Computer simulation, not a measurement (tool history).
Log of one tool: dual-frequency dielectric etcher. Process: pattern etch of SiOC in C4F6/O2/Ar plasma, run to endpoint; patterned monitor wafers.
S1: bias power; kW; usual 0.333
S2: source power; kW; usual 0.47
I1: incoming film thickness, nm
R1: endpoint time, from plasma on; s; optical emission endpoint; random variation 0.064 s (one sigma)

{"run": 1, "hour": 0.0, "S1": 0.355, "S2": 0.49, "I1": 24.78, "R1": 10}
{"run": 2, "hour": 47.3, "S1": 0.333, "S2": 0.4, "I1": 24.9, "R1": 11.5}
{"run": 3, "hour": 141.9, "S1": 0.333, "S2": 0.4, "I1": 25.03, "R1": 11.5}
{"run": 4, "hour": 245.1, "S1": 0.333, "S2": 0.4, "I1": 25.13, "R1": 11.5}
{"run": 5, "hour": 292.3, "S1": 0.333, "S2": 0.47, "I1": 25.12, "R1": 10.8}
{"hour": 328.3, "done": "wet clean of the chamber"}
{"run": 6, "hour": 368.6, "S1": 0.333, "S2": 0.47, "I1": 25.07, "R1": 10.7}
{"run": 7, "hour": 458.2, "S1": 0.333, "S2": 0.47, "I1": 25.09, "R1": 10.8}
{"run": 8, "hour": 512.5, "S1": 0.333, "S2": 0.47, "I1": 24.91, "R1": 10.6}
{"run": 9, "hour": 558.7, "S1": 0.314, "S2": 0.47, "I1": 24.81, "R1": 10.8}
{"run": 10, "hour": 621.2, "S1": 0.394, "S2": 0.47, "I1": 24.99, "R1": 10.2}
{"run": 11, "hour": 662.5, "S1": 0.391, "S2": 0.47, "I1": 25.04, "R1": 10.2}
{"run": 12, "hour": 700.1, "S1": 0.333, "S2": 0.36, "I1": 24.64, "R1": 12}
{"run": 13, "hour": 786.7, "S1": 0.333, "S2": 0.5, "I1": 25.05, "R1": 10.4}
{"run": 14, "hour": 848.4, "S1": 0.3, "S2": 0.56, "I1": 25.13, "R1": 10.3}
{"run": 15, "hour": 913.3, "S1": 0.373, "S2": 0.47, "I1": 25.02, "R1": 10.4}
{"hour": 993.3, "done": "wet clean of the chamber"}
{"run": 16, "hour": 1004.0, "S1": 0.39, "S2": 0.47, "I1": 24.86, "R1": 10.1}
{"run": 17, "hour": 1062.4, "S1": 0.295, "S2": 0.44, "I1": 24.9, "R1": 11.5}
{"hour": 1094.6, "done": "bias power generator calibrated"}
{"run": 18, "hour": 1104.1, "S1": 0.333, "S2": 0.47, "I1": 24.74, "R1": 10.6}
{"run": 19, "hour": 1211.0, "S1": 0.369, "S2": 0.47, "I1": 24.82, "R1": 10.3}
{"run": 20, "hour": 1293.5, "S1": 0.333, "S2": 0.47, "I1": 24.76, "R1": 10.6}
{"run": 21, "hour": 1365.7, "S1": 0.333, "S2": 0.42, "I1": 24.74, "R1": 11.2}
{"hour": 1451.8, "done": "source power generator calibrated"}
{"run": 22, "hour": 1461.9, "S1": 0.288, "S2": 0.43, "I1": 25.1, "R1": 11.6}
{"run": 23, "hour": 1507.2, "S1": 0.309, "S2": 0.37, "I1": 24.77, "R1": 11.9}
{"run": 24, "hour": 1551.5, "S1": 0.276, "S2": 0.52, "I1": 25.15, "R1": 10.8}
{"run": 25, "hour": 1625.2, "S1": 0.266, "S2": 0.38, "I1": 24.8, "R1": 12.4}
{"hour": 1650.2, "done": "wet clean of the chamber"}
{"run": 26, "hour": 1707.6, "S1": 0.25, "S2": 0.55, "I1": 24.82, "R1": 10.7}
{"run": 27, "hour": 1787.5, "S1": 0.302, "S2": 0.52, "I1": 24.79, "R1": 10.1}
{"run": 28, "hour": 1885.2, "S1": 0.394, "S2": 0.47, "I1": 24.67, "R1": 9.8}
{"run": 29, "hour": 1936.9, "S1": 0.333, "S2": 0.47, "I1": 25.04, "R1": 10.5}
{"run": 30, "hour": 2034.9, "S1": 0.37, "S2": 0.43, "I1": 24.66, "R1": 10.4}
{"run": 31, "hour": 2134.1, "S1": 0.398, "S2": 0.55, "I1": 24.76, "R1": 9.2}
{"run": 32, "hour": 2238.0, "S1": 0.333, "S2": 0.52, "I1": 24.68, "R1": 9.9}
{"hour": 2296.2, "done": "wet clean of the chamber"}
{"run": 33, "hour": 2326.0, "S1": 0.301, "S2": 0.57, "I1": 25.02, "R1": 10.1}
{"run": 34, "hour": 2405.2, "S1": 0.295, "S2": 0.51, "I1": 24.86, "R1": 10.6}
{"run": 35, "hour": 2462.5, "S1": 0.333, "S2": 0.47, "I1": 25, "R1": 10.5}

4 ways to go on from here, each from the tool as it stands after run 35. What would each give?
{"run": "A", "hour": 2462.9, "S1": 0.333, "S2": 0.47, "I1": 25.05, "R1": "?"}
{"run": "B", "hour": 2462.9, "S1": 0.269, "S2": 0.47, "I1": 25.05, "R1": "?"}
{"run": "C", "hour": 2462.9, "S1": 0.269, "S2": 0.44, "I1": 25.05, "R1": "?"}
{"run": "D", "hour": 2462.9, "S1": 0.295, "S2": 0.47, "I1": 25.05, "R1": "?"}

run=A R1=10.6
run=B R1=11.3
run=C R1=11.7
run=D R1=11
Without the tool's hidden state the same runs would have given:
run=A R1=10.5
run=B R1=11.3
run=C R1=11.6
run=D R1=11

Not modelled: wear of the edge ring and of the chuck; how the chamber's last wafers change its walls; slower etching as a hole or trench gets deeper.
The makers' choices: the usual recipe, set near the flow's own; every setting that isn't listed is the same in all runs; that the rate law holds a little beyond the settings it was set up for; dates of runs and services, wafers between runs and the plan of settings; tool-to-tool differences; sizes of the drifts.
